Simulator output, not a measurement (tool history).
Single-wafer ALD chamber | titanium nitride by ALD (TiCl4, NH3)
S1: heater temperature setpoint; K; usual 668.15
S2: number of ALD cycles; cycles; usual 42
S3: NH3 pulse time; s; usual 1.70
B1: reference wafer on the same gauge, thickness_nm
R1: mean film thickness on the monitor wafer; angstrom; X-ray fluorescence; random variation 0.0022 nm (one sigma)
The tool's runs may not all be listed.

run,hour,S1,S2,S3,B1,R1
1,0.0,668.15,42,1.70,1.000,8.66
2,9.7,674.15,42,1.70,1.001,8.72
3,17.2,674.15,42,1.70,1.001,8.71
4,23.6,668.15,42,1.51,1.002,8.63
5,33.3,668.15,42,1.70,1.003,8.68
6,48.1,668.15,42,1.70,1.003,8.71
7,58.3,673.15,42,1.24,1.004,8.53
8,69.6,668.15,42,1.70,1.005,8.73
9,83.0,668.15,42,1.70,1.005,8.72
10,89.7,668.15,42,1.70,1.006,8.72
11,98.7,668.15,42,1.70,1.006,8.71
12,110.0,668.15,42,1.70,1.005,8.70
13,123.1,668.15,42,1.70,1.006,8.70
14,138.7,657.15,42,1.70,1.008,8.64
15,147.7,657.15,42,1.70,1.008,8.68
16,161.2,659.15,42,1.70,1.008,8.66
17,177.0,659.15,42,1.70,1.008,8.63
18,192.5,659.15,42,1.70,1.008,8.63
19,209.2,668.15,42,1.70,1.008,8.76
20,224.2,668.15,46,1.70,1.009,9.58
21,235.7,668.15,45,1.70,1.009,9.37
# hour 258.2: showerhead replaced
# hour 262.2: thermocouple changed; heater temperature recalibrated
22,262.7,668.15,42,1.70,1.008,8.71
23,267.7,658.15,38,1.17,1.009,7.58
# hour 283.5: gauge calibrated
24,284.4,682.15,46,2.37,0.996,9.64
25,294.3,668.15,42,1.70,0.997,8.66
26,305.5,668.15,46,1.70,0.998,9.46
27,315.0,679.15,42,1.70,0.999,8.76
28,324.4,668.15,42,2.01,1.001,8.74
29,331.8,668.15,42,1.70,1.001,8.65
30,340.6,668.15,42,1.70,1.002,8.67
31,390.4,668.15,42,1.70,1.005,8.67
32,398.1,668.15,38,1.70,1.006,7.85
33,440.7,673.15,48,1.70,1.006,10.01
34,451.2,668.15,39,1.70,1.008,8.05
35,464.3,658.15,45,1.09,1.007,8.86
36,471.5,668.15,42,1.70,1.007,8.71
37,478.9,654.15,42,1.41,1.008,8.44
38,493.7,675.15,44,2.17,1.008,9.31
39,500.7,663.15,42,1.70,1.009,8.68

Forecast each of these 5 alternatives for the next run:
A,501.2,668.15,42,1.27,?,?
B,501.2,655.15,42,1.70,?,?
C,501.2,675.15,38,1.70,?,?
D,501.2,662.15,47,2.31,?,?
E,501.2,668.15,42,1.98,?,?

run,B1,R1
A,1.008,8.55
B,1.008,8.63
C,1.008,7.95
D,1.008,9.90
E,1.008,8.81
Without the tool's hidden state the same runs would have given:
run,R1
A,8.44
B,8.52
C,7.85
D,9.78
E,8.71
